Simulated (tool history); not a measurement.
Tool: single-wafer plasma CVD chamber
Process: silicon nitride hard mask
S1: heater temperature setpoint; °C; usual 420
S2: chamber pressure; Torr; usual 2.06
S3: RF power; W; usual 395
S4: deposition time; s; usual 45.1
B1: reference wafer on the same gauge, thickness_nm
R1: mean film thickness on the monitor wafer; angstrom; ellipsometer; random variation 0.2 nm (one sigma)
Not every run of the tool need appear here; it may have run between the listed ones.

{"run": 1, "day": 0.0, "S1": 420, "S2": 2.06, "S3": 395, "S4": 45.1, "B1": 61.754, "R1": 626.6}
{"run": 2, "day": 0.567, "S1": 420, "S2": 2.06, "S3": 395, "S4": 45.1, "B1": 61.787, "R1": 625.51}
{"run": 3, "day": 1.579, "S1": 420, "S2": 2.06, "S3": 395, "S4": 45.1, "B1": 61.832, "R1": 626.68}
{"run": 4, "day": 2.654, "S1": 420, "S2": 2.06, "S3": 395, "S4": 45.1, "B1": 61.81, "R1": 630.27}
{"run": 5, "day": 3.633, "S1": 420, "S2": 2.06, "S3": 395, "S4": 45.1, "B1": 61.765, "R1": 627.84}
{"run": 6, "day": 4.942, "S1": 420, "S2": 2.06, "S3": 395, "S4": 38.1, "B1": 61.766, "R1": 528.84}
{"day": 7.617, "done": "RF generator calibrated"}
{"day": 7.942, "done": "capacitance manometer re-zeroed and calibrated"}
{"run": 7, "day": 8.012, "S1": 420, "S2": 2.06, "S3": 395, "S4": 38.1, "B1": 61.745, "R1": 517.85}
{"run": 8, "day": 9.475, "S1": 420, "S2": 2.06, "S3": 395, "S4": 45.1, "B1": 61.748, "R1": 611.09}
{"day": 9.667, "done": "gauge calibrated"}
{"run": 9, "day": 10.138, "S1": 420, "S2": 2.06, "S3": 395, "S4": 45.1, "B1": 61.787, "R1": 611.94}
{"day": 10.471, "done": "RF generator calibrated, repeated, since the last time left the tool worse"}
{"run": 10, "day": 10.908, "S1": 420, "S2": 2.06, "S3": 395, "S4": 45.1, "B1": 61.779, "R1": 640.01}
{"run": 11, "day": 12.212, "S1": 431, "S2": 1.57, "S3": 440, "S4": 45.1, "B1": 61.803, "R1": 585.92}
{"run": 12, "day": 13.683, "S1": 420, "S2": 2.5, "S3": 395, "S4": 51.6, "B1": 61.785, "R1": 791.34}
{"day": 14.554, "done": "showerhead replaced"}
{"day": 17.483, "done": "thermocouple changed; heater temperature recalibrated"}
{"run": 13, "day": 17.504, "S1": 420, "S2": 1.6, "S3": 445, "S4": 39.1, "B1": 61.798, "R1": 519.3}
{"run": 14, "day": 18.4, "S1": 408, "S2": 1.82, "S3": 395, "S4": 45.1, "B1": 61.805, "R1": 607.15}
{"run": 15, "day": 19.117, "S1": 420, "S2": 1.86, "S3": 440, "S4": 37.3, "B1": 61.8, "R1": 532.11}
{"run": 16, "day": 20.6, "S1": 429, "S2": 2.27, "S3": 360, "S4": 51.7, "B1": 61.82, "R1": 724.55}

Expected results for the next run?
{"day": 22.133, "done": "gauge calibrated"}
{"run": 17, "day": 22.525, "S1": 420, "S2": 2.06, "S3": 395, "S4": 45.1, "B1": "?", "R1": "?"}

{"run 17": {"B1": 61.791, "R1": 637.27}}
On a tool with no hidden condition, and with the same random variation, this run would have come out at R1 642.75 angstrom.
